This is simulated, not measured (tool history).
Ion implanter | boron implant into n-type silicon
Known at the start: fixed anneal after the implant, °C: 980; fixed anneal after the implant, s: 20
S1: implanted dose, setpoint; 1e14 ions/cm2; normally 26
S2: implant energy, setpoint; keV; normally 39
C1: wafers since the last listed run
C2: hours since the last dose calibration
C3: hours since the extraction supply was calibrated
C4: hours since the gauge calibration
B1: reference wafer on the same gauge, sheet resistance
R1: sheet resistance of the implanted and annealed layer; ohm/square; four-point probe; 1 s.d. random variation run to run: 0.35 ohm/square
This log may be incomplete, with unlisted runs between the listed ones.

| run | hour | S1 | S2 | C1 | C2 | C3 | C4 | B1 | R1 |
|---|---|---|---|---|---|---|---|---|---|
| 1 | 0 | 26 | 39 | 0 | 736.8 | 5644.8 | 161.7 | 71.93 | 64.1 |
| 2 | 34.7 | 26 | 39 | 1143 | 771.5 | 5679.5 | 196.4 | 71.88 | 64.64 |
| 3 | 53.5 | 26 | 39 | 619 | 790.3 | 5698.3 | 215.2 | 71.91 | 63.87 |
| 4 | 71.5 | 26 | 39 | 593 | 808.3 | 5716.3 | 233.2 | 71.92 | 64.12 |
| 5 | 104.3 | 26 | 39 | 1081 | 841.1 | 5749.1 | 266 | 72.05 | 63.98 |
| 6 | 139.7 | 26 | 39 | 1166 | 876.5 | 5784.5 | 301.4 | 71.95 | 64.47 |
| 7 | 166.4 | 26 | 39 | 880 | 903.2 | 5811.2 | 328.1 | 72.03 | 63.96 |
| 8 | 199.2 | 26 | 39 | 1081 | 936 | 5844 | 360.9 | 71.97 | 64.18 |
| 9 | 222.9 | 20.17 | 39 | 781 | 959.7 | 5867.7 | 384.6 | 71.96 | 73.53 |
| 10 | 256.3 | 20.17 | 39 | 1100 | 993.1 | 5901.1 | 418 | 71.98 | 73.95 |
|  | 285.2 | extraction supply calibrated |
| 11 | 285.7 | 23.64 | 39 | 705 | 1022.5 | 0.5 | 447.4 | 71.97 | 67.59 |
| 12 | 306.9 | 26 | 47.5 | 698 | 1043.7 | 21.7 | 468.6 | 71.79 | 61.65 |
| 13 | 330.4 | 26 | 47.5 | 774 | 1067.2 | 45.2 | 492.1 | 71.94 | 62.77 |
| 14 | 352.8 | 26 | 47.5 | 738 | 1089.6 | 67.6 | 514.5 | 71.86 | 62.62 |
| 15 | 374.5 | 26 | 39 | 715 | 1111.3 | 89.3 | 536.2 | 71.85 | 63.36 |
| 16 | 396.1 | 26 | 39 | 711 | 1132.9 | 110.9 | 557.8 | 71.96 | 63.6 |
| 17 | 432 | 28.36 | 35.5 | 1183 | 1168.8 | 146.8 | 593.7 | 71.9 | 61.77 |
| 18 | 455.2 | 26 | 39 | 764 | 1192 | 170 | 616.9 | 71.99 | 63.6 |
| 19 | 480.5 | 23.86 | 29 | 833 | 1217.3 | 195.3 | 642.2 | 71.81 | 70.45 |
| 20 | 534.6 | 20.55 | 27 | 1783 | 1271.4 | 249.4 | 696.3 | 71.92 | 77.17 |
|  | 555.4 | gauge calibrated |
| 21 | 569.1 | 23.63 | 35.5 | 1137 | 1305.9 | 283.9 | 13.7 | 71.92 | 68.15 |
| 22 | 604.8 | 23.63 | 35.5 | 1176 | 1341.6 | 319.6 | 49.4 | 71.82 | 68.19 |
| 23 | 628.6 | 32.98 | 29 | 784 | 1365.4 | 343.4 | 73.2 | 71.92 | 61.71 |
| 24 | 660.4 | 21.98 | 43.5 | 1048 | 1397.2 | 375.2 | 105 | 71.88 | 69.56 |
|  | 692.9 | Faraday cup replaced and dose calibrated |
| 25 | 693.4 | 26 | 39 | 824 | 0.5 | 408.2 | 138 | 71.97 | 63.32 |
| 26 | 787.9 | 26 | 39 | 3114 | 95 | 502.7 | 232.5 | 71.85 | 63.87 |
| 27 | 814.7 | 26 | 39 | 883 | 121.8 | 529.5 | 259.3 | 71.87 | 63.45 |
| 28 | 833.2 | 30.12 | 39 | 609 | 140.3 | 548 | 277.8 | 71.77 | 59.12 |
| 29 | 852.3 | 32.72 | 39 | 629 | 159.4 | 567.1 | 296.9 | 71.94 | 56.96 |
| 30 | 878.3 | 26 | 39 | 857 | 185.4 | 593.1 | 322.9 | 71.89 | 63.62 |
| 31 | 899.2 | 22.49 | 31.5 | 688 | 206.3 | 614 | 343.8 | 71.81 | 71.58 |
| 32 | 914.3 | 26 | 39 | 497 | 221.4 | 629.1 | 358.9 | 71.87 | 64.28 |
| 33 | 938.1 | 18.52 | 52 | 784 | 245.2 | 652.9 | 382.7 | 71.92 | 77.76 |
| 34 | 950.3 | 28.79 | 42.5 | 402 | 257.4 | 665.1 | 394.9 | 71.87 | 58.88 |
| 35 | 975.3 | 26 | 30 | 824 | 282.4 | 690.1 | 419.9 | 71.96 | 66.5 |
| 36 | 994.3 | 23.73 | 50 | 626 | 301.4 | 709.1 | 438.9 | 71.97 | 64.97 |
| 37 | 1021.4 | 28.74 | 49.5 | 893 | 328.5 | 736.2 | 466 | 71.88 | 58.18 |

Each row is a separate what-if for the run after 37, all from the same tool condition, not one after another. Results?
| A | 1021.8 | 26 | 39 | 13 | 328.9 | 736.6 | 466.4 | ? | ? |
| B | 1021.8 | 31.87 | 33.5 | 13 | 328.9 | 736.6 | 466.4 | ? | ? |
| C | 1021.8 | 26 | 52.5 | 13 | 328.9 | 736.6 | 466.4 | ? | ? |
| D | 1021.8 | 18.77 | 39 | 13 | 328.9 | 736.6 | 466.4 | ? | ? |
| E | 1021.8 | 33.12 | 39 | 13 | 328.9 | 736.6 | 466.4 | ? | ? |

| run | B1 | R1 |
|---|---|---|
| A | 72 | 63.34 |
| B | 72 | 59.02 |
| C | 72 | 61.16 |
| D | 72 | 77.21 |
| E | 72 | 55.83 |
With no hidden state in the tool, these same runs would have given:
| run | R1 |
|---|---|
| A | 63.34 |
| B | 59.02 |
| C | 61.16 |
| D | 77.21 |
| E | 55.83 |

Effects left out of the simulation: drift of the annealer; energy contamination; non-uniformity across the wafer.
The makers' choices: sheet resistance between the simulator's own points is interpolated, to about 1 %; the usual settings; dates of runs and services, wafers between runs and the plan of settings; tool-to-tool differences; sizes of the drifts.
